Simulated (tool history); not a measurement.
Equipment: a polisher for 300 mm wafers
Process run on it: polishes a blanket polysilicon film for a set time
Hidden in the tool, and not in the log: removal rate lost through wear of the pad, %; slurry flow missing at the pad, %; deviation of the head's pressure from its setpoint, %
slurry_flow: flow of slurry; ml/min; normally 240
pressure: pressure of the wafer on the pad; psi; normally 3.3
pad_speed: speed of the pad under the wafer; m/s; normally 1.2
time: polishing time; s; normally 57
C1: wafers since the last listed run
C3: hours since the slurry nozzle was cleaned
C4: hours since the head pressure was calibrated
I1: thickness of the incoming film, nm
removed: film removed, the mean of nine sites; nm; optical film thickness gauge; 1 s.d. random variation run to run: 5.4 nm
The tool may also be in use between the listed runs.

{"run": 1, "day": 0.0, "slurry_flow": 240, "pressure": 3.3, "pad_speed": 1.2, "time": 57, "C1": 0, "wafers polished on this pad": 58, "C3": 597.8, "C4": 994.9, "I1": 1883.1, "removed": 645.7}
{"run": 2, "day": 0.558, "slurry_flow": 240, "pressure": 3.3, "pad_speed": 1.2, "time": 57, "C1": 73, "wafers polished on this pad": 131, "C3": 611.2, "C4": 1008.3, "I1": 1900.9, "removed": 647}
{"run": 3, "day": 0.829, "slurry_flow": 240, "pressure": 3.3, "pad_speed": 1.2, "time": 57, "C1": 35, "wafers polished on this pad": 167, "C3": 617.7, "C4": 1014.8, "I1": 1932.5, "removed": 645.2}
{"run": 4, "day": 1.183, "slurry_flow": 240, "pressure": 3.3, "pad_speed": 1.2, "time": 57, "C1": 46, "wafers polished on this pad": 213, "C3": 626.2, "C4": 1023.3, "I1": 1917.1, "removed": 621.2}
{"run": 5, "day": 1.633, "slurry_flow": 240, "pressure": 3.3, "pad_speed": 1.2, "time": 57, "C1": 58, "wafers polished on this pad": 272, "C3": 637, "C4": 1034.1, "I1": 1878.6, "removed": 619}
{"run": 6, "day": 2.008, "slurry_flow": 240, "pressure": 3.3, "pad_speed": 1.2, "time": 57, "C1": 49, "wafers polished on this pad": 321, "C3": 646, "C4": 1043.1, "I1": 1908, "removed": 625.3}
{"run": 7, "day": 2.646, "slurry_flow": 215, "pressure": 3.3, "pad_speed": 1.2, "time": 57, "C1": 83, "wafers polished on this pad": 405, "C3": 661.3, "C4": 1058.4, "I1": 1879.2, "removed": 598.5}
{"run": 8, "day": 3.012, "slurry_flow": 270, "pressure": 3.3, "pad_speed": 1.2, "time": 57, "C1": 47, "wafers polished on this pad": 453, "C3": 670.1, "C4": 1067.2, "I1": 1914.7, "removed": 617.4}
{"day": 3.312, "done": "worn pad replaced by a new one"}
{"run": 9, "day": 3.333, "slurry_flow": 175, "pressure": 3.3, "pad_speed": 1.2, "time": 57, "C1": 20, "wafers polished on this pad": 2, "C3": 677.8, "C4": 1074.9, "I1": 1905.4, "removed": 606.2}
{"run": 10, "day": 4.012, "slurry_flow": 175, "pressure": 3.3, "pad_speed": 1.2, "time": 57, "C1": 88, "wafers polished on this pad": 91, "C3": 694.1, "C4": 1091.2, "I1": 1909, "removed": 593.4}
{"run": 11, "day": 4.346, "slurry_flow": 175, "pressure": 3.3, "pad_speed": 1.2, "time": 57, "C1": 43, "wafers polished on this pad": 135, "C3": 702.1, "C4": 1099.2, "I1": 1889.7, "removed": 579.3}
{"run": 12, "day": 4.821, "slurry_flow": 240, "pressure": 3.3, "pad_speed": 1.2, "time": 57, "C1": 62, "wafers polished on this pad": 197, "C3": 713.5, "C4": 1110.6, "I1": 1890.9, "removed": 611.2}
{"run": 13, "day": 5.342, "slurry_flow": 240, "pressure": 3.3, "pad_speed": 1.2, "time": 57, "C1": 68, "wafers polished on this pad": 265, "C3": 726, "C4": 1123.1, "I1": 1870.6, "removed": 615.5}
{"run": 14, "day": 6.012, "slurry_flow": 240, "pressure": 3.3, "pad_speed": 1.2, "time": 57, "C1": 87, "wafers polished on this pad": 353, "C3": 742.1, "C4": 1139.2, "I1": 1904.1, "removed": 600.2}
{"run": 15, "day": 6.508, "slurry_flow": 240, "pressure": 3.3, "pad_speed": 1.2, "time": 57, "C1": 64, "wafers polished on this pad": 418, "C3": 754, "C4": 1151.1, "I1": 1919.6, "removed": 598.4}
{"run": 16, "day": 7.179, "slurry_flow": 240, "pressure": 3.3, "pad_speed": 1.54, "time": 57, "C1": 87, "wafers polished on this pad": 506, "C3": 770.1, "C4": 1167.2, "I1": 1885.1, "removed": 746.8}
{"run": 17, "day": 7.512, "slurry_flow": 240, "pressure": 3.3, "pad_speed": 1.2, "time": 57, "C1": 43, "wafers polished on this pad": 549, "C3": 778.1, "C4": 1175.2, "I1": 1927.8, "removed": 593.7}
{"day": 7.846, "done": "worn pad replaced by a new one"}
{"run": 18, "day": 7.975, "slurry_flow": 240, "pressure": 3.3, "pad_speed": 1.2, "time": 57, "C1": 38, "wafers polished on this pad": 16, "C3": 789.2, "C4": 1186.3, "I1": 1861.7, "removed": 633.3}
{"day": 8.067, "done": "head pressure recalibrated"}
{"run": 19, "day": 8.242, "slurry_flow": 240, "pressure": 3.3, "pad_speed": 1.2, "time": 39, "C1": 23, "wafers polished on this pad": 40, "C3": 795.6, "C4": 4.2, "I1": 1918.1, "removed": 426.4}
{"run": 20, "day": 9.0, "slurry_flow": 240, "pressure": 3.3, "pad_speed": 1.2, "time": 57, "C1": 99, "wafers polished on this pad": 140, "C3": 813.8, "C4": 22.4, "I1": 1890.9, "removed": 599.4}
{"run": 21, "day": 9.75, "slurry_flow": 240, "pressure": 3.3, "pad_speed": 0.8, "time": 57, "C1": 98, "wafers polished on this pad": 238, "C3": 831.8, "C4": 40.4, "I1": 1904.5, "removed": 412.6}
{"day": 10.492, "done": "slurry nozzle cleaned"}
{"run": 22, "day": 10.512, "slurry_flow": 240, "pressure": 3.3, "pad_speed": 1.46, "time": 57, "C1": 94, "wafers polished on this pad": 332, "C3": 0.5, "C4": 58.7, "I1": 1879.8, "removed": 770.6}
{"run": 23, "day": 10.954, "slurry_flow": 315, "pressure": 3.3, "pad_speed": 1.62, "time": 57, "C1": 57, "wafers polished on this pad": 390, "C3": 11.1, "C4": 69.3, "I1": 1876.1, "removed": 866.5}
{"day": 11.221, "done": "worn pad replaced by a new one"}
{"run": 24, "day": 11.496, "slurry_flow": 300, "pressure": 3.3, "pad_speed": 1.08, "time": 57, "C1": 49, "wafers polished on this pad": 35, "C3": 24.1, "C4": 82.3, "I1": 1909.8, "removed": 626.7}
{"run": 25, "day": 11.996, "slurry_flow": 300, "pressure": 4.3, "pad_speed": 1.58, "time": 40, "C1": 65, "wafers polished on this pad": 101, "C3": 36.1, "C4": 94.3, "I1": 1927.5, "removed": 786.9}
{"run": 26, "day": 12.254, "slurry_flow": 175, "pressure": 2.9, "pad_speed": 1.2, "time": 57, "C1": 33, "wafers polished on this pad": 135, "C3": 42.3, "C4": 100.5, "I1": 1911.2, "removed": 538.9}
{"run": 27, "day": 12.621, "slurry_flow": 210, "pressure": 3, "pad_speed": 1.2, "time": 57, "C1": 47, "wafers polished on this pad": 183, "C3": 51.1, "C4": 109.3, "I1": 1883.9, "removed": 578.7}
{"run": 28, "day": 13.033, "slurry_flow": 240, "pressure": 3.3, "pad_speed": 1.58, "time": 41, "C1": 53, "wafers polished on this pad": 237, "C3": 61, "C4": 119.2, "I1": 1896.5, "removed": 597.7}
{"run": 29, "day": 14.658, "slurry_flow": 240, "pressure": 4.3, "pad_speed": 1.2, "time": 57, "C1": 212, "wafers polished on this pad": 449, "C3": 100, "C4": 158.2, "I1": 1940.1, "removed": 835.7}
{"run": 30, "day": 14.975, "slurry_flow": 300, "pressure": 3.3, "pad_speed": 1.2, "time": 62, "C1": 41, "wafers polished on this pad": 491, "C3": 107.6, "C4": 165.8, "I1": 1883.3, "removed": 704.6}

4 options for the next run, each taken on its own from the tool as it stands now. Forecast them:
{"run": "A", "day": 14.992, "slurry_flow": 240, "pressure": 3.3, "pad_speed": 1.2, "time": 57, "C1": 2, "wafers polished on this pad": 493, "C3": 108, "C4": 166.2, "I1": 1909.9, "removed": "?"}
{"run": "B", "day": 14.992, "slurry_flow": 320, "pressure": 2.5, "pad_speed": 1.56, "time": 72, "C1": 2, "wafers polished on this pad": 493, "C3": 108, "C4": 166.2, "I1": 1909.9, "removed": "?"}
{"run": "C", "day": 14.992, "slurry_flow": 240, "pressure": 3.3, "pad_speed": 1.36, "time": 57, "C1": 2, "wafers polished on this pad": 493, "C3": 108, "C4": 166.2, "I1": 1909.9, "removed": "?"}
{"run": "D", "day": 14.992, "slurry_flow": 200, "pressure": 3.3, "pad_speed": 1.2, "time": 57, "C1": 2, "wafers polished on this pad": 493, "C3": 108, "C4": 166.2, "I1": 1909.9, "removed": "?"}

run=A removed=636.3
run=B removed=797.2
run=C removed=712.3
run=D removed=619.9
With the hidden condition removed and each run's random variation left untouched, the same runs would have given:
run=A removed=694.3
run=B removed=868.4
run=C removed=777.2
run=D removed=677.4

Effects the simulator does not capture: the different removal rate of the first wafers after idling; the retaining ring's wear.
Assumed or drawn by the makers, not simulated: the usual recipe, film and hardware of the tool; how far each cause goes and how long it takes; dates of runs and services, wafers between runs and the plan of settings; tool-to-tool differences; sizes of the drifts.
